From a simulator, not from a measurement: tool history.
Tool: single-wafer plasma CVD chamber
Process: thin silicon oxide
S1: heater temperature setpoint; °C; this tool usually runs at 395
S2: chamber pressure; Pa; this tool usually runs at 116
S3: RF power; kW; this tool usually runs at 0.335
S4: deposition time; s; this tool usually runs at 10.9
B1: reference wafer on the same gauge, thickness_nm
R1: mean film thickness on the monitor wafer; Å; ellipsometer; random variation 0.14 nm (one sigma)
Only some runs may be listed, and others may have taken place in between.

run 1 day=0 | S1=395 S2=116 S3=0.32 S4=10.3 | B1=27.919 | R1=221.54
run 2 day=2.646 | S1=395 S2=116 S3=0.32 S4=10.3 | B1=27.908 | R1=224.44
run 3 day=5.317 | S1=395 S2=116 S3=0.335 S4=10.9 | B1=27.896 | R1=238.59
run 4 day=9.412 | S1=395 S2=116 S3=0.335 S4=10.9 | B1=27.907 | R1=240.01
run 5 day=15.488 | S1=395 S2=116 S3=0.335 S4=10.9 | B1=27.914 | R1=238.26
run 6 day=19.775 | S1=395 S2=128.3 S3=0.335 S4=11.5 | B1=27.922 | R1=276.27
-- day=27.367 thermocouple changed; heater temperature recalibrated
run 7 day=30.383 | S1=395 S2=128.3 S3=0.335 S4=11.5 | B1=27.897 | R1=277.27
-- day=32.471 showerhead replaced
run 8 day=33.729 | S1=395 S2=116 S3=0.335 S4=10.9 | B1=27.912 | R1=239.75
-- day=36.508 RF generator calibrated
run 9 day=38.167 | S1=395 S2=116 S3=0.335 S4=10.9 | B1=27.898 | R1=241.15
run 10 day=40.104 | S1=395 S2=116 S3=0.335 S4=10.9 | B1=27.936 | R1=239.3
run 11 day=42.996 | S1=395 S2=116 S3=0.335 S4=10.9 | B1=27.896 | R1=239.58

Run 12, settings as shown, results not yet in. Your forecast:
-- day=44.792 gauge calibrated
run 12 day=46.342 | S1=395 S2=116 S3=0.335 S4=10.9 | B1=? | R1=?

B1: 27.916
R1: 239.18 Å
On a tool with no hidden condition, and with the same random variation, this run would have come out at R1 239.18 Å.
